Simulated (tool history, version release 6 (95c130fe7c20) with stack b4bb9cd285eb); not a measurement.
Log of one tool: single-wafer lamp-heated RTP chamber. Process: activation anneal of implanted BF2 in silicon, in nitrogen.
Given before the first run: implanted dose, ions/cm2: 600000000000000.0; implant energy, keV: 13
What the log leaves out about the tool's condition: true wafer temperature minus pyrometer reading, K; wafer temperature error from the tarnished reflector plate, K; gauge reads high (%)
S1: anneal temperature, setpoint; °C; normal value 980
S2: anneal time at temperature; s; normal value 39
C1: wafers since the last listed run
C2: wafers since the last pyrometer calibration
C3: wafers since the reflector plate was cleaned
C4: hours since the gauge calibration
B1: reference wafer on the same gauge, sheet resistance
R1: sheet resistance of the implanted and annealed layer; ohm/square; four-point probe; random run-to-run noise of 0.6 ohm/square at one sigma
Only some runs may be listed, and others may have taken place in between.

run	day	S1	S2	C1	C2	C3	C4	B1	R1
1	0.000	980	39	0	8030	4341	1292.0	222.15	259.09
2	1.700	980	39	487	8517	4828	1332.8	222.17	258.94
# day 2.938: pyrometer window cleaned and pyrometer calibrated
# day 6.571: reflector plate cleaned
3	12.650	980	52	2945	2686	1741	1595.6	222.05	256.86
4	14.771	980	52	607	3293	2348	1646.5	222.15	257.42
5	17.071	980	52	658	3952	3007	1701.7	221.95	257.49
6	20.492	980	39	979	4932	3987	1783.8	222.00	263.86
7	23.925	980	39	983	5916	4971	1866.2	222.11	261.81
8	25.996	970	39	593	6509	5564	1915.9	221.98	275.84
9	29.083	970	39	884	7394	6449	1990.0	221.88	273.57
10	31.825	980	31	785	8179	7234	2055.8	221.80	263.99
# day 34.675: reflector plate cleaned
# day 38.308: pyrometer window cleaned and pyrometer calibrated
11	43.112	960	28	3042	1376	2321	2326.7	222.08	316.04
12	45.688	980	39	737	2114	3059	2388.5	222.11	265.47
13	47.975	980	39	655	2769	3714	2443.4	222.00	265.28
14	50.496	980	39	722	3491	4437	2503.9	222.06	265.24
15	52.933	980	39	698	4190	5135	2562.4	222.29	263.65
# day 56.142: gauge calibrated
16	57.238	995	39	1233	5423	6368	26.3	222.04	245.58
# day 59.379: reflector plate cleaned
17	60.312	968	18	785	6208	267	100.1	221.88	312.16
18	63.617	1006	61	946	7155	1213	179.4	222.18	225.44
19	65.233	1006	61	463	7618	1676	218.2	221.78	223.07
20	67.046	980	39	519	8137	2196	261.7	221.91	261.61
21	69.558	968	47	719	8857	2915	322.0	221.96	270.55
22	71.329	999	53	507	9364	3423	364.5	222.12	231.55
# day 71.896: pyrometer window cleaned and pyrometer calibrated
23	75.825	996	39	1192	1126	4615	472.4	222.09	246.80
24	80.067	960	29	1215	2341	5830	574.2	221.98	311.00
25	83.629	980	29	1020	3361	6851	659.7	222.02	272.67
# day 84.858: reflector plate cleaned
26	85.521	966	39	446	3808	189	705.1	221.96	287.48
27	89.754	980	39	1212	5021	1402	806.7	221.84	265.06
28	92.346	980	46	742	5763	2144	868.9	221.87	259.01
29	95.354	952	39	861	6625	3006	941.1	222.10	313.22
30	99.604	980	39	1217	7842	4224	1043.1	221.96	261.47
# day 104.254: pyrometer window cleaned and pyrometer calibrated
# day 109.638: reflector plate cleaned
31	112.808	980	39	3591	2355	908	1360.0	222.04	267.43
32	117.192	980	56	1255	3611	2164	1465.2	221.85	254.91

Across each entry between runs, compare the hidden state at the last listed run before it with the hidden state at the first listed run after it:
In the gap between runs 2 and 3: pyrometer window cleaned and pyrometer calibrated (day 2.938); reflector plate cleaned (day 6.571)
  true wafer temperature minus pyrometer reading, K: 4.94 -> 0.823; wafer temperature error from the tarnished reflector plate, K: 1.28 -> 0.219
  what was measured, less what the result would be without the hidden state, R1: -7.98 -> -1.19 ohm/square
In the gap between runs 10 and 11: reflector plate cleaned (day 34.675); pyrometer window cleaned and pyrometer calibrated (day 38.308)
  true wafer temperature minus pyrometer reading, K: 4.63 -> 0.425; wafer temperature error from the tarnished reflector plate, K: 2.53 -> 0.388
  what was measured, less what the result would be without the hidden state, R1: -10.21 -> -1.97 ohm/square
In the gap between runs 15 and 16: gauge calibrated (day 56.142)
  true wafer temperature minus pyrometer reading, K: 1.41 -> 2.15; wafer temperature error from the tarnished reflector plate, K: 1.4 -> 2.07
  what was measured, less what the result would be without the hidden state, R1: -3.73 -> -4.29 ohm/square
In the gap between runs 16 and 17: reflector plate cleaned (day 59.379)
  true wafer temperature minus pyrometer reading, K: 2.15 -> 2.8; wafer temperature error from the tarnished reflector plate, K: 2.07 -> 0.0649
  what was measured, less what the result would be without the hidden state, R1: -4.29 -> -6.67 ohm/square
In the gap between runs 22 and 23: pyrometer window cleaned and pyrometer calibrated (day 71.896)
  true wafer temperature minus pyrometer reading, K: 5.92 -> 0.281; wafer temperature error from the tarnished reflector plate, K: 0.611 -> 1.1
  what was measured, less what the result would be without the hidden state, R1: -6.45 -> -1.40 ohm/square
In the gap between runs 25 and 26: reflector plate cleaned (day 84.858)
  true wafer temperature minus pyrometer reading, K: 0.91 -> 1.16; wafer temperature error from the tarnished reflector plate, K: 2.32 -> 0.238
  what was measured, less what the result would be without the hidden state, R1: -5.01 -> -2.64 ohm/square
In the gap between runs 30 and 31: pyrometer window cleaned and pyrometer calibrated (day 104.254); reflector plate cleaned (day 109.638)
  true wafer temperature minus pyrometer reading, K: 4.15 -> 0.542; wafer temperature error from the tarnished reflector plate, K: 1.07 -> 0.0962
  what was measured, less what the result would be without the hidden state, R1: -6.80 -> -0.87 ohm/square
